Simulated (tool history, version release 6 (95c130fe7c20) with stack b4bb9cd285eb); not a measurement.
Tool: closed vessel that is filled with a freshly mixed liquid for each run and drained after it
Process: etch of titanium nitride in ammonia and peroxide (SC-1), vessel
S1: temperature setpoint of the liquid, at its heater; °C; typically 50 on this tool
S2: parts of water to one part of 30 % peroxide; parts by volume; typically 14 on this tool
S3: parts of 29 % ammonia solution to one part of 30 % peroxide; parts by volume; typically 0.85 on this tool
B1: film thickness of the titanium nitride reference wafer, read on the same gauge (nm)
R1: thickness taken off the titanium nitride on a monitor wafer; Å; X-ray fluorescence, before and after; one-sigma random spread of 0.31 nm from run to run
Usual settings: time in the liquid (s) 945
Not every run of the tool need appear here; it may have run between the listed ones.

run 1 hour=0 | S1=50 S2=14 S3=0.85 time_in_the_liquid_(s)=945 | B1=49.98 | R1=435.2
run 2 hour=43 | S1=50 S2=14 S3=0.85 time_in_the_liquid_(s)=945 | B1=50.02 | R1=433.5
run 3 hour=137.3 | S1=42.5 S2=14 S3=0.85 time_in_the_liquid_(s)=945 | B1=50 | R1=255.7
run 4 hour=191.7 | S1=42.5 S2=14 S3=0.85 time_in_the_liquid_(s)=945 | B1=50.03 | R1=255.5
run 5 hour=227.4 | S1=42.5 S2=14 S3=0.85 time_in_the_liquid_(s)=945 | B1=49.99 | R1=256.1
run 6 hour=272.1 | S1=50 S2=14 S3=0.85 time_in_the_liquid_(s)=945 | B1=49.98 | R1=440.5
run 7 hour=332.4 | S1=50 S2=14 S3=0.85 time_in_the_liquid_(s)=945 | B1=49.98 | R1=439
run 8 hour=394.1 | S1=44 S2=18.5 S3=0.7 time_in_the_liquid_(s)=470 | B1=50.01 | R1=121.8
-- hour=395.4 gauge calibrated
run 9 hour=455.7 | S1=58.5 S2=14 S3=0.85 time_in_the_liquid_(s)=945 | B1=50.01 | R1=797.7
-- hour=492.1 ammonia flow meter replaced
-- hour=494.7 new drum of ammonia solution connected
-- hour=507.4 thermometer replaced
run 10 hour=521.4 | S1=40 S2=7.5 S3=0.85 time_in_the_liquid_(s)=945 | B1=49.98 | R1=332
run 11 hour=560.4 | S1=50 S2=14 S3=0.5 time_in_the_liquid_(s)=660 | B1=50 | R1=307.2
-- hour=606.7 thermometer replaced, repeated, since the last time left the tool worse
run 12 hour=625.6 | S1=50 S2=14 S3=0.85 time_in_the_liquid_(s)=945 | B1=49.97 | R1=404.8
run 13 hour=654.8 | S1=50 S2=14 S3=1.05 time_in_the_liquid_(s)=945 | B1=50.03 | R1=407.4
run 14 hour=694 | S1=50 S2=14 S3=0.85 time_in_the_liquid_(s)=1205 | B1=50.04 | R1=511.4
run 15 hour=759.4 | S1=50 S2=14 S3=0.85 time_in_the_liquid_(s)=945 | B1=50.01 | R1=400.6

Alternative continuations, all from the tool just after run 15; predict every row:
run A hour=760.3 | S1=50 S2=14 S3=0.65 time_in_the_liquid_(s)=945 | B1=? | R1=?
run B hour=760.3 | S1=54.5 S2=11 S3=1.2 time_in_the_liquid_(s)=1205 | B1=? | R1=?
run C hour=760.3 | S1=50 S2=14 S3=1.1 time_in_the_liquid_(s)=945 | B1=? | R1=?
run D hour=760.3 | S1=50 S2=10 S3=0.85 time_in_the_liquid_(s)=585 | B1=? | R1=?

run=A B1=49.99 R1=386.3
run=B B1=49.99 R1=839.8
run=C B1=49.99 R1=422
run=D B1=49.99 R1=298.2
Without the tool's unlogged condition, the same runs would have read:
run=A R1=376.8
run=B R1=819.5
run=C R1=411.5
run=D R1=290.8
